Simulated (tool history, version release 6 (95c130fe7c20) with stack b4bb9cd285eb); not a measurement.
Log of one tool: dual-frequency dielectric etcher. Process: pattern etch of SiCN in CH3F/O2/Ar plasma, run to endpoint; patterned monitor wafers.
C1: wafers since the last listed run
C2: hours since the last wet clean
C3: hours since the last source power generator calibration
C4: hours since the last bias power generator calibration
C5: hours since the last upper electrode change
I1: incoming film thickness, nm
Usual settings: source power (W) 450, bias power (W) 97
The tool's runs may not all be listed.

Run 1, day 0: usual settings; C1 0; C2 444.7; C3 3511.1; C4 1130.4; C5 6672.9; I1 7.29. Result: endpoint time (s) 14.7.
Run 2, day 1.092: usual settings; C1 597; C2 470.9; C3 3537.3; C4 1156.6; C5 6699.1; I1 7.29. Result: endpoint time (s) 14.7.
At day 2.238: wet clean of the chamber.
Run 3, day 2.258: usual settings; C1 91; C2 0.5; C3 3565.3; C4 1184.6; C5 6727.1; I1 7.3. Result: endpoint time (s) 14.6.
Run 4, day 2.283: usual settings but bias power (W) 108; C1 13; C2 1.1; C3 3565.9; C4 1185.2; C5 6727.7; I1 7.34. Result: endpoint time (s) 14.3.
Run 5, day 3.233: usual settings but bias power (W) 108; C1 520; C2 23.9; C3 3588.7; C4 1208; C5 6750.5; I1 7.26. Result: endpoint time (s) 14.1.
At day 4.967: upper electrode replaced.
Run 6, day 4.988: usual settings but bias power (W) 108; C1 413; C2 66; C3 3630.8; C4 1250.1; C5 0.5; I1 7.38. Result: endpoint time (s) 14.4.
Run 7, day 5.888: usual settings; C1 493; C2 87.6; C3 3652.4; C4 1271.7; C5 22.1; I1 7.3. Result: endpoint time (s) 14.6.
Run 8, day 6.754: usual settings; C1 474; C2 108.4; C3 3673.2; C4 1292.5; C5 42.9; I1 7.31. Result: endpoint time (s) 14.7.
Run 9, day 7.721: usual settings; C1 529; C2 131.6; C3 3696.4; C4 1315.7; C5 66.1; I1 7.26. Result: endpoint time (s) 14.5.
Run 10, day 8.992: usual settings; C1 696; C2 162.1; C3 3726.9; C4 1346.2; C5 96.6; I1 7.29. Result: endpoint time (s) 14.6.
Run 11, day 9.912: usual settings; C1 504; C2 184.2; C3 3749; C4 1368.3; C5 118.7; I1 7.27. Result: endpoint time (s) 14.6.
Run 12, day 11.142: usual settings; C1 673; C2 213.7; C3 3778.5; C4 1397.8; C5 148.2; I1 7.31. Result: endpoint time (s) 14.7.
Run 13, day 11.917: usual settings but bias power (W) 78; C1 424; C2 232.3; C3 3797.1; C4 1416.4; C5 166.8; I1 7.32. Result: endpoint time (s) 15.6.
Run 14, day 13.017: usual settings but source power (W) 410, bias power (W) 78; C1 602; C2 258.7; C3 3823.5; C4 1442.8; C5 193.2; I1 7.24. Result: endpoint time (s) 15.9.
Run 15, day 13.583: usual settings; C1 310; C2 272.3; C3 3837.1; C4 1456.4; C5 206.8; I1 7.31. Result: endpoint time (s) 14.6.
Run 16, day 15.062: usual settings but source power (W) 420, bias power (W) 79; C1 810; C2 307.8; C3 3872.6; C4 1491.9; C5 242.3; I1 7.29. Result: endpoint time (s) 15.9.
Run 17, day 15.712: usual settings; C1 356; C2 323.4; C3 3888.2; C4 1507.5; C5 257.9; I1 7.25. Result: endpoint time (s) 14.5.
Run 18, day 17.104: usual settings but source power (W) 420, bias power (W) 79; C1 762; C2 356.8; C3 3921.6; C4 1540.9; C5 291.3; I1 7.26. Result: endpoint time (s) 15.7.
At day 17.808: bias power generator calibrated.
Run 19, day 17.829: usual settings but source power (W) 490, bias power (W) 107; C1 305; C2 374.2; C3 3939; C4 0.5; C5 308.7; I1 7.23. Result: endpoint time (s) 13.6.
Run 20, day 18.771: usual settings but source power (W) 370, bias power (W) 74; C1 515; C2 396.8; C3 3961.6; C4 23.1; C5 331.3; I1 7.28. Result: endpoint time (s) 16.9.
Run 21, day 19.829: usual settings but source power (W) 370, bias power (W) 79; C1 579; C2 422.2; C3 3987; C4 48.5; C5 356.7; I1 7.31. Result: endpoint time (s) 16.6.
Run 22, day 21.275: usual settings but source power (W) 490; C1 792; C2 456.9; C3 4021.7; C4 83.2; C5 391.4; I1 7.28. Result: endpoint time (s) 14.2.
At day 22.788: wet clean of the chamber.
Run 23, day 22.808: usual settings; C1 292; C2 0.5; C3 4058.5; C4 120; C5 428.2; I1 7.37. Result: endpoint time (s) 14.7.
Run 24, day 22.825: usual settings but source power (W) 510, bias power (W) 84; C1 9; C2 0.9; C3 4058.9; C4 120.4; C5 428.6; I1 7.3. Result: endpoint time (s) 14.6.
At day 23.758: source power generator calibrated.
Run 25, day 23.779: usual settings; C1 431; C2 23.8; C3 0.5; C4 143.3; C5 451.5; I1 7.36. Result: endpoint time (s) 14.8.
Run 26, day 24.529: usual settings but bias power (W) 108; C1 410; C2 41.8; C3 18.5; C4 161.3; C5 469.5; I1 7.26. Result: endpoint time (s) 14.2.
Run 27, day 25.45: usual settings but source power (W) 540, bias power (W) 76; C1 504; C2 63.9; C3 40.6; C4 183.4; C5 491.6; I1 7.3. Result: endpoint time (s) 14.5.
Run 28, day 26.008: usual settings but source power (W) 520, bias power (W) 80; C1 305; C2 77.3; C3 54; C4 196.8; C5 505; I1 7.33. Result: endpoint time (s) 14.7.
Run 29, day 26.608: usual settings but source power (W) 560, bias power (W) 107; C1 328; C2 91.7; C3 68.4; C4 211.2; C5 519.4; I1 7.3. Result: endpoint time (s) 13.2.
Run 30, day 27.267: usual settings but bias power (W) 81; C1 360; C2 107.5; C3 84.2; C4 227; C5 535.2; I1 7.29. Result: endpoint time (s) 15.4.
Run 31, day 28.65: usual settings; C1 757; C2 140.7; C3 117.4; C4 260.2; C5 568.4; I1 7.36. Result: endpoint time (s) 14.8.
Run 32, day 29.625: usual settings; C1 534; C2 164.1; C3 140.8; C4 283.6; C5 591.8; I1 7.28. Result: endpoint time (s) 14.6.
Run 33, day 30.962: usual settings but source power (W) 380, bias power (W) 89; C1 732; C2 196.2; C3 172.9; C4 315.7; C5 623.9; I1 7.3. Result: endpoint time (s) 16.
Run 34, day 31.696: usual settings but source power (W) 370, bias power (W) 79; C1 401; C2 213.8; C3 190.5; C4 333.3; C5 641.5; I1 7.26. Result: endpoint time (s) 16.6.
Run 35, day 32.971: usual settings but source power (W) 390, bias power (W) 117; C1 698; C2 244.4; C3 221.1; C4 363.9; C5 672.1; I1 7.31. Result: endpoint time (s) 14.6.
Run 36, day 33.696: usual settings; C1 397; C2 261.8; C3 238.5; C4 381.3; C5 689.5; I1 7.31. Result: endpoint time (s) 14.7.

Hidden state at the last listed run before each entry between runs and at the first one after, where it differs:
Between runs 2 and 3: wet clean of the chamber (day 2.238)
  no hidden state differs between the two runs
Between runs 5 and 6: upper electrode replaced (day 4.967)
  no hidden state differs between the two runs
Between runs 18 and 19: bias power generator calibrated (day 17.808)
  no hidden state differs between the two runs
Between runs 22 and 23: wet clean of the chamber (day 22.788)
  no hidden state differs between the two runs
Between runs 24 and 25: source power generator calibrated (day 23.758)
  no hidden state differs between the two runs
